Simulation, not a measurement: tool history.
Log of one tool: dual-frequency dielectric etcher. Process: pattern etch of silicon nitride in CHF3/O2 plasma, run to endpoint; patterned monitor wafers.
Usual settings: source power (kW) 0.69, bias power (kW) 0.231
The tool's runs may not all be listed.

run   hour  source power (kW)  bias power (kW)  incoming incoming film thickness, nm  endpoint time (s)
  1      0               0.69            0.231                                 110.7               64.8
  2   12.1               0.69            0.231                                 111.6               65.6
  3   25.1               0.69            0.231                                 109.6               64.4
  4   54.6               0.69            0.231                                 110.3               64.7
  5   78.5               0.76            0.231                                 110.9               62.7
  6   98.9               0.69            0.231                                 109.7               64.8
  7    127               0.69            0.231                                 111.2               65.7
     158.4  -- upper electrode replaced
     162.7  -- source power generator calibrated
  8  163.2               0.69            0.231                                 110.2                 65
     188.8  -- wet clean of the chamber
  9  189.3               0.69            0.231                                 111.4               64.7
 10  189.6               0.69            0.231                                   111               64.8
 11  214.7               0.69            0.231                                 110.8               64.7
 12    240               0.69            0.231                                 111.1               64.9
 13  259.8               0.58            0.272                                 109.2               62.6
     274.9  -- bias power generator calibrated
 14  277.6               0.69            0.231                                 109.6               63.9
 15  292.5               0.75            0.208                                 109.9               65.5
 16  319.5               0.69            0.231                                 110.2               64.6
 17  352.6               0.85            0.201                                 109.9               63.8
 18  369.8               0.64             0.26                                 110.6               62.5
 19    392                0.8             0.18                                   111               70.4
 20  407.8               0.59            0.231                                 110.1               69.1
 21  430.5               0.69            0.249                                 110.3               62.3
 22  449.1               0.56            0.197                                 110.7               77.9
 23  467.6               0.78            0.196                                 111.4               68.3
 24  485.7               0.74            0.278                                 110.5                 57

4 ways to go on from here, each from the tool as it stands after run 24. What would each give?
  A  486.1               0.69            0.231                                 110.5                  ?
  B  486.1               0.85            0.179                                 110.5                  ?
  C  486.1               0.69            0.184                                 110.5                  ?
  D  486.1               0.79            0.189                                 110.5                  ?

run  endpoint time (s)
  A               64.7
  B               68.3
  C               73.6
  D               68.3
Without the tool's hidden state the same runs would have given:
run  endpoint time (s)
  A               64.3
  B               67.9
  C               73.2
  D               67.9

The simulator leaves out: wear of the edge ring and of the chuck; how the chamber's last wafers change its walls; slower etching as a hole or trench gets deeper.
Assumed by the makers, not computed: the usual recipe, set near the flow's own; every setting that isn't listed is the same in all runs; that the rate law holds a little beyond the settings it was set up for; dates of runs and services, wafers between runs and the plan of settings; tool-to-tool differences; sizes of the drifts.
